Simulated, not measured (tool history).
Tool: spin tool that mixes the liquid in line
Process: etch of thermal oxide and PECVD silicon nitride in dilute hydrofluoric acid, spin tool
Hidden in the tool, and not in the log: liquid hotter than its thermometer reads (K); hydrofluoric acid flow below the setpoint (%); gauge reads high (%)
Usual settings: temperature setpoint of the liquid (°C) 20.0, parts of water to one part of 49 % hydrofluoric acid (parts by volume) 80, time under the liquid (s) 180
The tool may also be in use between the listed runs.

run   hour  temperature setpoint of the liquid (°C)  parts of water to one part of 49 % hydrofluoric acid (parts by volume)  time under the liquid (s)  wafers since the last listed run  hours since the thermometer was replaced  hours since the hydrofluoric acid flow meter was replaced  hours since the gauge calibration  read-back film thickness of the thermal oxide reference wafer, read on the same gauge (nm)  read-back film thickness of the PECVD silicon nitride reference wafer, read on the same gauge (nm)  thickness taken off the thermal oxide on a monitor wafer (Å)  thickness taken off the PECVD silicon nitride on a monitor wafer (Å)
  1    0.0                                     20.0                                                                      80                        180                                 0                                     856.1                                                     1709.9                              652.6                                                                                       89.99                                                                                              119.99                                                          97.6                                                                  74.4
  2   26.7                                     20.0                                                                      80                        180                               169                                     882.8                                                     1736.6                              679.3                                                                                       90.01                                                                                              120.01                                                          98.3                                                                  75.2
  3   59.7                                     20.0                                                                      80                        180                               209                                     915.8                                                     1769.6                              712.3                                                                                       90.01                                                                                              119.95                                                          98.4                                                                  75.6
  4   82.1                                     20.0                                                                      80                        180                               142                                     938.2                                                     1792.0                              734.7                                                                                       90.02                                                                                              120.05                                                          98.2                                                                  74.8
  5  110.4                                     20.0                                                                     110                        180                               180                                     966.5                                                     1820.3                              763.0                                                                                       90.01                                                                                              120.01                                                          69.0                                                                  54.5
     128.6  -- gauge calibrated
  6  130.0                                     20.0                                                                      80                        180                               124                                     986.1                                                     1839.9                                1.4                                                                                       90.01                                                                                              120.00                                                          98.9                                                                  74.8
     145.1  -- hydrofluoric acid flow meter replaced
  7  156.6                                     20.0                                                                      80                        180                               162                                    1012.7                                                       11.5                               28.0                                                                                       89.98                                                                                              119.98                                                          97.9                                                                  74.7
  8  190.1                                     20.0                                                                      80                        180                               213                                    1046.2                                                       45.0                               61.5                                                                                       90.03                                                                                              120.01                                                          98.0                                                                  75.2
  9  210.5                                     17.0                                                                      80                        180                               129                                    1066.6                                                       65.4                               81.9                                                                                       89.99                                                                                              120.01                                                          86.7                                                                  61.8
 10  240.0                                     25.0                                                                      80                        260                               187                                    1096.1                                                       94.9                              111.4                                                                                       90.00                                                                                              120.00                                                         174.2                                                                 153.8
 11  261.1                                     20.0                                                                      80                        180                               134                                    1117.2                                                      116.0                              132.5                                                                                       90.01                                                                                              119.96                                                          98.3                                                                  76.2
 12  278.2                                     20.0                                                                      90                        235                               108                                    1134.3                                                      133.1                              149.6                                                                                       90.02                                                                                              120.04                                                         113.5                                                                  88.2
 13  292.1                                     20.0                                                                      80                        145                                88                                    1148.2                                                      147.0                              163.5                                                                                       90.01                                                                                              120.03                                                          79.2                                                                  60.2
 14  313.0                                     23.0                                                                     105                        215                               132                                    1169.1                                                      167.9                              184.4                                                                                       89.98                                                                                              119.99                                                          97.7                                                                  85.0
 15  333.9                                     20.0                                                                      80                         75                               132                                    1190.0                                                      188.8                              205.3                                                                                       89.96                                                                                              120.01                                                          41.2                                                                  31.6
 16  353.0                                     20.0                                                                     110                        180                               121                                    1209.1                                                      207.9                              224.4                                                                                       90.01                                                                                              119.97                                                          69.0                                                                  56.2
 17  366.6                                     18.0                                                                      65                        180                                86                                    1222.7                                                      221.5                              238.0                                                                                       89.94                                                                                              120.02                                                         114.1                                                                  80.9
 18  383.6                                     20.0                                                                      80                        270                               108                                    1239.7                                                      238.5                              255.0                                                                                       90.03                                                                                              120.03                                                         149.2                                                                 114.6
     393.4  -- thermometer replaced
 19  407.0                                     25.0                                                                      45                        250                               142                                      13.6                                                      261.9                              278.4                                                                                       90.00                                                                                              119.99                                                         303.8                                                                 246.4
 20  435.4                                     20.0                                                                      80                        180                               180                                      42.0                                                      290.3                              306.8                                                                                       89.97                                                                                              120.01                                                          95.7                                                                  72.7
 21  470.5                                     23.5                                                                      80                         80                               223                                      77.1                                                      325.4                              341.9                                                                                       90.00                                                                                              120.03                                                          49.2                                                                  40.0
 22  492.2                                     18.0                                                                      45                        180                               138                                      98.8                                                      347.1                              363.6                                                                                       89.98                                                                                              120.02                                                         163.0                                                                 110.5
 23  520.0                                     21.5                                                                      80                        245                               176                                     126.6                                                      374.9                              391.4                                                                                       90.00                                                                                              119.98                                                         139.3                                                                 108.8
 24  550.6                                     20.0                                                                      80                        120                               194                                     157.2                                                      405.5                              422.0                                                                                       90.02                                                                                              119.95                                                          63.6                                                                  48.3
 25  579.8                                     18.5                                                                      80                        110                               185                                     186.4                                                      434.7                              451.2                                                                                       89.99                                                                                              119.99                                                          55.2                                                                  39.3
 26  614.1                                     20.0                                                                      95                        280                               218                                     220.7                                                      469.0                              485.5                                                                                       89.97                                                                                              120.01                                                         123.3                                                                  95.7
 27  637.0                                     20.0                                                                      80                        180                               145                                     243.6                                                      491.9                              508.4                                                                                       89.99                                                                                              120.01                                                          96.1                                                                  71.7

3 ways to go on from here, each from the tool as it stands after run 27. What would each give?
  A  637.5                                     25.0                                                                      80                        180                                 3                                     244.1                                                      492.4                              508.9                                                                                           ?                                                                                                   ?                                                             ?                                                                     ?
  B  637.5                                     18.0                                                                      60                        265                                 3                                     244.1                                                      492.4                              508.9                                                                                           ?                                                                                                   ?                                                             ?                                                                     ?
  C  637.5                                     17.0                                                                     120                        180                                 3                                     244.1                                                      492.4                              508.9                                                                                           ?                                                                                                   ?                                                             ?                                                                     ?

run  read-back film thickness of the thermal oxide reference wafer, read on the same gauge (nm)  read-back film thickness of the PECVD silicon nitride reference wafer, read on the same gauge (nm)  thickness taken off the thermal oxide on a monitor wafer (Å)  thickness taken off the PECVD silicon nitride on a monitor wafer (Å)
  A                                                                                       90.00                                                                                              119.98                                                         117.4                                                                 102.0
  B                                                                                       90.00                                                                                              119.98                                                         176.8                                                                 123.6
  C                                                                                       90.00                                                                                              119.98                                                          54.0                                                                  40.0
Without the tool's hidden state the same runs would have given:
run  thickness taken off the thermal oxide on a monitor wafer (Å)  thickness taken off the PECVD silicon nitride on a monitor wafer (Å)
  A                                                         116.3                                                                 100.4
  B                                                         175.0                                                                 121.6
  C                                                          53.4                                                                  39.3
